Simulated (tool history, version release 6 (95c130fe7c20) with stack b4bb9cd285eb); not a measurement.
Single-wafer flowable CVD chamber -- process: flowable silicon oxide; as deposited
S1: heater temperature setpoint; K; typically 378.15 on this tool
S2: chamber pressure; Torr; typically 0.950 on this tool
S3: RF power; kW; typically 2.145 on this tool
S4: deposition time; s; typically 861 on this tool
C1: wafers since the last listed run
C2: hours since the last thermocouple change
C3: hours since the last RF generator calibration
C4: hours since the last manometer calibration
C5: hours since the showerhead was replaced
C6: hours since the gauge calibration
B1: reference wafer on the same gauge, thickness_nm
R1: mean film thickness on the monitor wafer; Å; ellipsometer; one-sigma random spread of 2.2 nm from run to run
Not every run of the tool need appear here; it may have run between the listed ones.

| run | hour | S1 | S2 | S3 | S4 | C1 | C2 | C3 | C4 | C5 | C6 | B1 | R1 |
|---|---|---|---|---|---|---|---|---|---|---|---|---|---|
| 1 | 0.0 | 378.15 | 0.950 | 2.145 | 861 | 0 | 955.6 | 2265.2 | 2158.7 | 2763.1 | 281.7 | 666.024 | 6005.46 |
|  | 8.0 | gauge calibrated |
| 2 | 16.4 | 378.15 | 0.861 | 2.145 | 861 | 37 | 972.0 | 2281.6 | 2175.1 | 2779.5 | 8.4 | 665.910 | 5467.23 |
| 3 | 24.8 | 378.15 | 0.950 | 2.290 | 861 | 19 | 980.4 | 2290.0 | 2183.5 | 2787.9 | 16.8 | 665.591 | 6098.76 |
| 4 | 32.5 | 378.15 | 0.950 | 2.290 | 861 | 17 | 988.1 | 2297.7 | 2191.2 | 2795.6 | 24.5 | 665.957 | 6109.69 |
| 5 | 43.8 | 369.15 | 0.950 | 2.145 | 947 | 26 | 999.4 | 2309.0 | 2202.5 | 2806.9 | 35.8 | 665.764 | 9009.77 |
|  | 54.4 | thermocouple changed; heater temperature recalibrated |
|  | 56.8 | showerhead replaced |
|  | 59.0 | RF generator calibrated |
| 6 | 59.5 | 392.15 | 0.950 | 2.145 | 911 | 7 | 5.1 | 0.5 | 2218.2 | 2.7 | 51.5 | 665.288 | 3790.32 |
| 7 | 68.6 | 378.15 | 0.950 | 2.505 | 861 | 20 | 14.2 | 9.6 | 2227.3 | 11.8 | 60.6 | 666.237 | 5789.07 |
| 8 | 76.9 | 378.15 | 0.812 | 2.145 | 1029 | 19 | 22.5 | 17.9 | 2235.6 | 20.1 | 68.9 | 665.481 | 5782.09 |
| 9 | 83.3 | 387.15 | 1.012 | 2.345 | 787 | 14 | 28.9 | 24.3 | 2242.0 | 26.5 | 75.3 | 665.875 | 4159.92 |
| 10 | 99.9 | 365.15 | 0.950 | 2.145 | 861 | 38 | 45.5 | 40.9 | 2258.6 | 43.1 | 91.9 | 666.772 | 8789.00 |
|  | 118.4 | capacitance manometer re-zeroed and calibrated |
| 11 | 118.9 | 378.15 | 0.950 | 2.145 | 861 | 25 | 64.5 | 59.9 | 0.5 | 62.1 | 110.9 | 665.710 | 5692.42 |
| 12 | 127.1 | 378.15 | 0.882 | 2.145 | 998 | 18 | 72.7 | 68.1 | 8.7 | 70.3 | 119.1 | 666.566 | 6138.70 |
| 13 | 134.8 | 378.15 | 0.950 | 2.015 | 861 | 17 | 80.4 | 75.8 | 16.4 | 78.0 | 126.8 | 666.165 | 5606.42 |
| 14 | 141.7 | 369.15 | 0.950 | 2.275 | 861 | 15 | 87.3 | 82.7 | 23.3 | 84.9 | 133.7 | 665.297 | 7800.62 |
| 15 | 159.3 | 367.15 | 0.950 | 1.900 | 715 | 40 | 104.9 | 100.3 | 40.9 | 102.5 | 151.3 | 666.712 | 6691.85 |
| 16 | 167.4 | 378.15 | 0.950 | 1.745 | 861 | 18 | 113.0 | 108.4 | 49.0 | 110.6 | 159.4 | 665.235 | 5428.22 |
| 17 | 195.2 | 378.15 | 0.950 | 2.145 | 861 | 64 | 140.8 | 136.2 | 76.8 | 138.4 | 187.2 | 665.687 | 5649.84 |
| 18 | 204.4 | 364.15 | 0.813 | 2.145 | 1017 | 21 | 150.0 | 145.4 | 86.0 | 147.6 | 196.4 | 665.485 | 9256.39 |
| 19 | 213.8 | 388.15 | 1.055 | 1.975 | 861 | 21 | 159.4 | 154.8 | 95.4 | 157.0 | 205.8 | 666.404 | 4480.25 |
| 20 | 227.6 | 388.15 | 0.762 | 2.350 | 699 | 31 | 173.2 | 168.6 | 109.2 | 170.8 | 219.6 | 666.527 | 2678.50 |
| 21 | 237.5 | 378.15 | 0.950 | 2.145 | 1026 | 22 | 183.1 | 178.5 | 119.1 | 180.7 | 229.5 | 665.585 | 6791.58 |
| 22 | 248.4 | 378.15 | 0.950 | 2.145 | 861 | 25 | 194.0 | 189.4 | 130.0 | 191.6 | 240.4 | 665.713 | 5666.48 |
| 23 | 269.6 | 378.15 | 0.950 | 2.145 | 861 | 48 | 215.2 | 210.6 | 151.2 | 212.8 | 261.6 | 665.453 | 5731.08 |
| 24 | 285.9 | 388.15 | 0.763 | 2.145 | 861 | 37 | 231.5 | 226.9 | 167.5 | 229.1 | 277.9 | 665.777 | 3294.98 |
| 25 | 300.8 | 378.15 | 0.882 | 2.145 | 998 | 34 | 246.4 | 241.8 | 182.4 | 244.0 | 292.8 | 666.446 | 6137.04 |
| 26 | 311.1 | 378.15 | 0.950 | 2.145 | 861 | 23 | 256.7 | 252.1 | 192.7 | 254.3 | 303.1 | 666.560 | 5683.47 |
| 27 | 322.3 | 378.15 | 0.950 | 2.145 | 861 | 25 | 267.9 | 263.3 | 203.9 | 265.5 | 314.3 | 666.364 | 5662.95 |

What differs in the tool's unlogged condition from the final listed run ahead of each entry between runs to the first listed run following it?
After run 1, before run 2: gauge calibrated (hour 8.0)
  wafer temperature above the value expected at the setpoint (K): -1.91 -> -1.98
  measured result minus the result with no hidden state, R1: +381.64 -> +359.51 Å
After run 5, before run 6: thermocouple changed; heater temperature recalibrated (hour 54.4); showerhead replaced (hour 56.8); RF generator calibrated (hour 59.0)
  wafer temperature above the value expected at the setpoint (K): -2.1 -> -0.139
  measured result minus the result with no hidden state, R1: +621.00 -> +16.33 Å
After run 10, before run 11: capacitance manometer re-zeroed and calibrated (hour 118.4)
  wafer temperature above the value expected at the setpoint (K): -0.144 -> -0.148
  measured result minus the result with no hidden state, R1: +43.73 -> +28.82 Å
